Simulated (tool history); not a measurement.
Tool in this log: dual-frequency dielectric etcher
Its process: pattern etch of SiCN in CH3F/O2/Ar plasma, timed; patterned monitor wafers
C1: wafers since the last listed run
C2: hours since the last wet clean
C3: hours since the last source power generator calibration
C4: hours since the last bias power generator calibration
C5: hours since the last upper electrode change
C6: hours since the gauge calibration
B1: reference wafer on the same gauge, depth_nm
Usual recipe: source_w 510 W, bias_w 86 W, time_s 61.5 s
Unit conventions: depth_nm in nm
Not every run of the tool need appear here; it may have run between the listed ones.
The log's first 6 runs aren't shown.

run 7 day=6.079 | source_w=510 bias_w=86 time_s=61.5 | C1=213 C2=183.6 C3=4169.9 C4=4048.8 C5=4353.9 C6=471.3 | B1=24.41 | depth_nm=26.64
run 8 day=7.083 | source_w=510 bias_w=86 time_s=61.5 | C1=164 C2=207.7 C3=4194 C4=4072.9 C5=4378 C6=495.4 | B1=24.41 | depth_nm=26.68
run 9 day=7.771 | source_w=510 bias_w=86 time_s=61.5 | C1=112 C2=224.2 C3=4210.5 C4=4089.4 C5=4394.5 C6=511.9 | B1=24.42 | depth_nm=26.53
run 10 day=8.604 | source_w=510 bias_w=86 time_s=61.5 | C1=136 C2=244.2 C3=4230.5 C4=4109.4 C5=4414.5 C6=531.9 | B1=24.41 | depth_nm=26.6
run 11 day=9.288 | source_w=510 bias_w=86 time_s=61.5 | C1=112 C2=260.6 C3=4246.9 C4=4125.8 C5=4430.9 C6=548.3 | B1=24.41 | depth_nm=26.64
run 12 day=9.904 | source_w=510 bias_w=86 time_s=61.5 | C1=101 C2=275.4 C3=4261.7 C4=4140.6 C5=4445.7 C6=563.1 | B1=24.4 | depth_nm=26.49
run 13 day=10.538 | source_w=510 bias_w=86 time_s=61.5 | C1=103 C2=290.6 C3=4276.9 C4=4155.8 C5=4460.9 C6=578.3 | B1=24.41 | depth_nm=26.53
run 14 day=11.862 | source_w=510 bias_w=86 time_s=61.5 | C1=217 C2=322.4 C3=4308.7 C4=4187.6 C5=4492.7 C6=610.1 | B1=24.4 | depth_nm=26.5
run 15 day=13.283 | source_w=410 bias_w=86 time_s=61.5 | C1=233 C2=356.5 C3=4342.8 C4=4221.7 C5=4526.8 C6=644.2 | B1=24.42 | depth_nm=25.02
run 16 day=14.579 | source_w=550 bias_w=72 time_s=78 | C1=212 C2=387.6 C3=4373.9 C4=4252.8 C5=4557.9 C6=675.3 | B1=24.4 | depth_nm=32.29
run 17 day=15.279 | source_w=620 bias_w=86 time_s=61.5 | C1=114 C2=404.4 C3=4390.7 C4=4269.6 C5=4574.7 C6=692.1 | B1=24.4 | depth_nm=27.92
-- day=15.742 source power generator calibrated
run 18 day=15.942 | source_w=450 bias_w=86 time_s=52.5 | C1=81 C2=420.3 C3=4.8 C4=4285.5 C5=4590.6 C6=708 | B1=24.4 | depth_nm=21.86
run 19 day=16.621 | source_w=510 bias_w=78 time_s=61.5 | C1=111 C2=436.6 C3=21.1 C4=4301.8 C5=4606.9 C6=724.3 | B1=24.39 | depth_nm=25.59
run 20 day=17.208 | source_w=560 bias_w=104 time_s=61.5 | C1=96 C2=450.7 C3=35.2 C4=4315.9 C5=4621 C6=738.4 | B1=24.4 | depth_nm=29
-- day=17.692 bias power generator calibrated
-- day=18.283 wet clean of the chamber
run 21 day=18.304 | source_w=510 bias_w=86 time_s=61.5 | C1=55 C2=0.5 C3=61.5 C4=14.7 C5=4647.3 C6=764.7 | B1=24.41 | depth_nm=26.66
run 22 day=18.592 | source_w=510 bias_w=72 time_s=61.5 | C1=47 C2=7.4 C3=68.4 C4=21.6 C5=4654.2 C6=771.6 | B1=24.41 | depth_nm=25.09
-- day=19.754 gauge calibrated
-- day=19.921 upper electrode replaced
run 23 day=19.942 | source_w=430 bias_w=103 time_s=78 | C1=57 C2=39.8 C3=100.8 C4=54 C5=0.5 C6=4.5 | B1=24.4 | depth_nm=34.47
run 24 day=20.275 | source_w=510 bias_w=86 time_s=61.5 | C1=54 C2=47.8 C3=108.8 C4=62 C5=8.5 C6=12.5 | B1=24.41 | depth_nm=26.61
run 25 day=21.683 | source_w=510 bias_w=86 time_s=61.5 | C1=231 C2=81.6 C3=142.6 C4=95.8 C5=42.3 C6=46.3 | B1=24.4 | depth_nm=26.58
run 26 day=22.483 | source_w=510 bias_w=86 time_s=45 | C1=131 C2=100.8 C3=161.8 C4=115 C5=61.5 C6=65.5 | B1=24.39 | depth_nm=19.44
run 27 day=23.217 | source_w=580 bias_w=73 time_s=75 | C1=120 C2=118.4 C3=179.4 C4=132.6 C5=79.1 C6=83.1 | B1=24.39 | depth_nm=31.72
run 28 day=23.938 | source_w=510 bias_w=86 time_s=61.5 | C1=118 C2=135.7 C3=196.7 C4=149.9 C5=96.4 C6=100.4 | B1=24.41 | depth_nm=26.59
run 29 day=24.892 | source_w=630 bias_w=86 time_s=48.5 | C1=156 C2=158.6 C3=219.6 C4=172.8 C5=119.3 C6=123.3 | B1=24.39 | depth_nm=22.16
run 30 day=25.588 | source_w=510 bias_w=104 time_s=61.5 | C1=114 C2=175.3 C3=236.3 C4=189.5 C5=136 C6=140 | B1=24.4 | depth_nm=28.4
run 31 day=26.583 | source_w=460 bias_w=106 time_s=61.5 | C1=163 C2=199.2 C3=260.2 C4=213.4 C5=159.9 C6=163.9 | B1=24.4 | depth_nm=27.77

What if the next run were any one of these 3? Each begins from the tool's condition after run 31:
run A day=26.6 | source_w=510 bias_w=86 time_s=61.5 | C1=2 C2=199.6 C3=260.6 C4=213.8 C5=160.3 C6=164.3 | B1=? | depth_nm=?
run B day=26.6 | source_w=600 bias_w=102 time_s=76 | C1=2 C2=199.6 C3=260.6 C4=213.8 C5=160.3 C6=164.3 | B1=? | depth_nm=?
run C day=26.6 | source_w=590 bias_w=103 time_s=61.5 | C1=2 C2=199.6 C3=260.6 C4=213.8 C5=160.3 C6=164.3 | B1=? | depth_nm=?

run=A B1=24.41 depth_nm=26.55
run=B B1=24.41 depth_nm=36.44
run=C B1=24.41 depth_nm=29.46
Take away the tool's hidden state, keep each run's random variation, and the runs would have read:
run=A depth_nm=26.69
run=B depth_nm=36.64
run=C depth_nm=29.62
